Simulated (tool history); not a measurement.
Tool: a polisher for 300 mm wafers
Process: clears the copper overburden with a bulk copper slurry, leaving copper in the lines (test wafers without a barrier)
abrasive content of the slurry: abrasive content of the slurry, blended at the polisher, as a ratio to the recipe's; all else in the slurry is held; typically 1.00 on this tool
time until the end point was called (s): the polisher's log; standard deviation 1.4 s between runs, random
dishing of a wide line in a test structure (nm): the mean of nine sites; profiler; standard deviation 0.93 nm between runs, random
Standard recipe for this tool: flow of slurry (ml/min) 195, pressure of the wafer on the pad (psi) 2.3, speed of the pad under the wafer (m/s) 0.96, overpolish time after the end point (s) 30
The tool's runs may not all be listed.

| run | hour | flow of slurry (ml/min) | pressure of the wafer on the pad (psi) | speed of the pad under the wafer (m/s) | abrasive content of the slurry | overpolish time after the end point (s) | wafers since the last listed run | wafers polished on this pad | hours since the slurry nozzle was cleaned | hours since the head pressure was calibrated | hours since the slurry blender was calibrated | incoming thickness of the incoming film, nm | time until the end point was called (s) | dishing of a wide line in a test structure (nm) |
|---|---|---|---|---|---|---|---|---|---|---|---|---|---|---|
| 1 | 0.0 | 210 | 2.3 | 0.96 | 1.00 | 30 | 0 | 48 | 390.5 | 1178.4 | 110.7 | 687.0 | 77.1 | 90.8 |
| 2 | 14.9 | 210 | 2.3 | 0.96 | 1.00 | 30 | 97 | 145 | 405.4 | 1193.3 | 125.6 | 682.8 | 77.9 | 88.8 |
| 3 | 25.1 | 210 | 2.3 | 0.96 | 1.00 | 30 | 66 | 212 | 415.6 | 1203.5 | 135.8 | 684.8 | 78.1 | 89.6 |
| 4 | 38.7 | 195 | 2.3 | 0.96 | 1.00 | 30 | 88 | 300 | 429.2 | 1217.1 | 149.4 | 680.3 | 77.8 | 90.0 |
|  | 46.5 | slurry blender recalibrated |
| 5 | 49.9 | 195 | 2.3 | 0.96 | 1.00 | 30 | 59 | 360 | 440.4 | 1228.3 | 3.4 | 682.9 | 76.6 | 87.8 |
| 6 | 66.8 | 195 | 2.3 | 0.96 | 1.00 | 30 | 110 | 471 | 457.3 | 1245.2 | 20.3 | 671.3 | 76.7 | 89.8 |
| 7 | 78.1 | 195 | 2.7 | 0.96 | 0.75 | 39 | 73 | 544 | 468.6 | 1256.5 | 31.6 | 678.3 | 72.6 | 102.2 |
|  | 83.2 | worn pad replaced by a new one |
|  | 86.3 | head pressure recalibrated |
| 8 | 91.7 | 195 | 2.3 | 0.96 | 1.00 | 30 | 49 | 42 | 482.2 | 5.4 | 45.2 | 671.7 | 78.2 | 88.5 |
|  | 93.7 | slurry nozzle cleaned |
| 9 | 97.9 | 195 | 2.6 | 0.96 | 1.00 | 44 | 33 | 76 | 4.2 | 11.6 | 51.4 | 671.1 | 66.9 | 104.2 |
| 10 | 114.1 | 195 | 2.3 | 0.96 | 1.00 | 30 | 105 | 181 | 20.4 | 27.8 | 67.6 | 678.2 | 74.9 | 89.7 |
| 11 | 122.5 | 240 | 1.6 | 0.68 | 1.00 | 30 | 54 | 236 | 28.8 | 36.2 | 76.0 | 677.6 | 145.8 | 62.2 |
| 12 | 133.1 | 195 | 2.7 | 0.96 | 1.00 | 38 | 69 | 305 | 39.4 | 46.8 | 86.6 | 679.6 | 65.3 | 102.0 |
| 13 | 141.7 | 195 | 2.3 | 0.96 | 1.00 | 30 | 56 | 361 | 48.0 | 55.4 | 95.2 | 695.8 | 79.8 | 90.0 |
| 14 | 158.4 | 265 | 2.3 | 0.72 | 1.25 | 38 | 108 | 470 | 64.7 | 72.1 | 111.9 | 681.6 | 93.3 | 91.2 |
| 15 | 169.5 | 195 | 2.3 | 0.96 | 1.00 | 30 | 72 | 542 | 75.8 | 83.2 | 123.0 | 680.9 | 77.2 | 90.2 |
| 16 | 181.0 | 195 | 2.3 | 0.96 | 1.00 | 30 | 74 | 617 | 87.3 | 94.7 | 134.5 | 685.6 | 79.6 | 91.1 |
|  | 191.4 | slurry blender recalibrated |
|  | 193.5 | worn pad replaced by a new one |
| 17 | 198.3 | 220 | 2.3 | 0.80 | 1.25 | 17 | 85 | 31 | 104.6 | 112.0 | 6.9 | 683.5 | 88.4 | 66.6 |
| 18 | 211.6 | 195 | 2.3 | 0.96 | 1.00 | 30 | 86 | 118 | 117.9 | 125.3 | 20.2 | 679.7 | 78.3 | 91.3 |
| 19 | 225.8 | 195 | 2.3 | 0.96 | 1.00 | 41 | 92 | 210 | 132.1 | 139.5 | 34.4 | 679.9 | 77.6 | 98.7 |
| 20 | 234.6 | 195 | 2.3 | 0.96 | 1.00 | 30 | 57 | 268 | 140.9 | 148.3 | 43.2 | 683.8 | 76.8 | 90.9 |
| 21 | 244.9 | 215 | 2.7 | 0.96 | 1.00 | 36 | 67 | 335 | 151.2 | 158.6 | 53.5 | 686.0 | 67.2 | 103.1 |
| 22 | 256.1 | 195 | 2.3 | 1.18 | 1.00 | 44 | 73 | 408 | 162.4 | 169.8 | 64.7 | 682.3 | 63.2 | 103.1 |
| 23 | 273.9 | 195 | 2.3 | 0.96 | 0.80 | 24 | 116 | 524 | 180.2 | 187.6 | 82.5 | 681.2 | 83.3 | 82.8 |
| 24 | 280.7 | 195 | 2.9 | 1.20 | 1.00 | 46 | 44 | 568 | 187.0 | 194.4 | 89.3 | 687.2 | 50.8 | 109.3 |
| 25 | 287.5 | 195 | 2.3 | 0.68 | 0.75 | 30 | 44 | 612 | 193.8 | 201.2 | 96.1 | 673.0 | 111.7 | 76.4 |
|  | 300.1 | worn pad replaced by a new one |
| 26 | 300.6 | 195 | 2.3 | 1.12 | 1.00 | 30 | 59 | 3 | 206.9 | 214.3 | 109.2 | 678.2 | 65.5 | 93.0 |
| 27 | 308.8 | 135 | 2.3 | 0.96 | 1.00 | 30 | 53 | 56 | 215.1 | 222.5 | 117.4 | 680.7 | 81.6 | 90.4 |
| 28 | 324.7 | 195 | 2.3 | 1.18 | 1.00 | 44 | 103 | 160 | 231.0 | 238.4 | 133.3 | 691.5 | 65.3 | 100.1 |

5 options for the next run, each taken on its own from the tool as it stands now. Forecast them:
| A | 325.2 | 255 | 2.3 | 0.96 | 1.00 | 30 | 3 | 163 | 231.5 | 238.9 | 133.8 | 669.4 | ? | ? |
| B | 325.2 | 130 | 2.3 | 0.96 | 1.00 | 30 | 3 | 163 | 231.5 | 238.9 | 133.8 | 669.4 | ? | ? |
| C | 325.2 | 195 | 2.3 | 1.28 | 1.00 | 30 | 3 | 163 | 231.5 | 238.9 | 133.8 | 669.4 | ? | ? |
| D | 325.2 | 150 | 2.3 | 0.96 | 1.00 | 30 | 3 | 163 | 231.5 | 238.9 | 133.8 | 669.4 | ? | ? |
| E | 325.2 | 195 | 2.3 | 0.96 | 1.25 | 30 | 3 | 163 | 231.5 | 238.9 | 133.8 | 669.4 | ? | ? |

| run | time until the end point was called (s) | dishing of a wide line in a test structure (nm) |
|---|---|---|
| A | 71.1 | 89.5 |
| B | 76.4 | 87.4 |
| C | 55.6 | 95.4 |
| D | 75.1 | 88.0 |
| E | 69.2 | 90.3 |
Without the tool's unlogged condition, the same runs would have read:
| run | time until the end point was called (s) | dishing of a wide line in a test structure (nm) |
|---|---|---|
| A | 71.1 | 89.5 |
| B | 76.4 | 87.4 |
| C | 55.6 | 95.4 |
| D | 75.1 | 88.0 |
| E | 69.2 | 90.3 |
